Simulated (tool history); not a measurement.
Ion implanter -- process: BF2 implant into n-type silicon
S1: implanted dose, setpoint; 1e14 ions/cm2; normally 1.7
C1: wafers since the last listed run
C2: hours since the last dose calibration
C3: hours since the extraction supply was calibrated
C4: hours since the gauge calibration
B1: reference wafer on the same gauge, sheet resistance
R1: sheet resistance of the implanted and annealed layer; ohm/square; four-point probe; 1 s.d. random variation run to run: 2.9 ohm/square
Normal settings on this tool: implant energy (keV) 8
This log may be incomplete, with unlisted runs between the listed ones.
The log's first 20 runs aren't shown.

run 21 day=22.912 | S1=1.27 implant_energy_(keV)=7 | C1=581 C2=53.8 C3=292.8 C4=38.7 | B1=905.16 | R1=1046.09
run 22 day=23.696 | S1=1.7 implant_energy_(keV)=8 | C1=421 C2=72.6 C3=311.6 C4=57.5 | B1=906.07 | R1=821.73
run 23 day=25.15 | S1=1.7 implant_energy_(keV)=8 | C1=783 C2=107.5 C3=346.5 C4=92.4 | B1=905.99 | R1=815.69
run 24 day=25.662 | S1=2.09 implant_energy_(keV)=7 | C1=276 C2=119.8 C3=358.8 C4=104.7 | B1=905.97 | R1=755.02
run 25 day=26.517 | S1=1.7 implant_energy_(keV)=10.5 | C1=460 C2=140.3 C3=379.3 C4=125.2 | B1=905.83 | R1=772.42
run 26 day=27.333 | S1=1.23 implant_energy_(keV)=8 | C1=439 C2=159.9 C3=398.9 C4=144.8 | B1=906.21 | R1=1054.02
run 27 day=28.367 | S1=1.7 implant_energy_(keV)=8.5 | C1=556 C2=184.7 C3=423.7 C4=169.6 | B1=907.07 | R1=812.51
run 28 day=29.596 | S1=1.27 implant_energy_(keV)=7 | C1=662 C2=214.2 C3=453.2 C4=199.1 | B1=908.23 | R1=1049.71
run 29 day=30.858 | S1=1.85 implant_energy_(keV)=9.5 | C1=680 C2=244.5 C3=483.5 C4=229.4 | B1=908.1 | R1=748.34
run 30 day=31.892 | S1=1.43 implant_energy_(keV)=9.5 | C1=556 C2=269.3 C3=508.3 C4=254.2 | B1=910.13 | R1=914.26
run 31 day=33.046 | S1=1.2 implant_energy_(keV)=10.5 | C1=621 C2=297 C3=536 C4=281.9 | B1=910.84 | R1=1051.64

Expected results for the next run?
run 32 day=33.65 | S1=1.7 implant_energy_(keV)=10 | C1=325 C2=311.5 C3=550.5 C4=296.4 | B1=? | R1=?

{"run 32": {"B1": 912.69, "R1": 791.63}}
With no hidden state in the tool, this same run would have given R1 786.5 ohm/square.
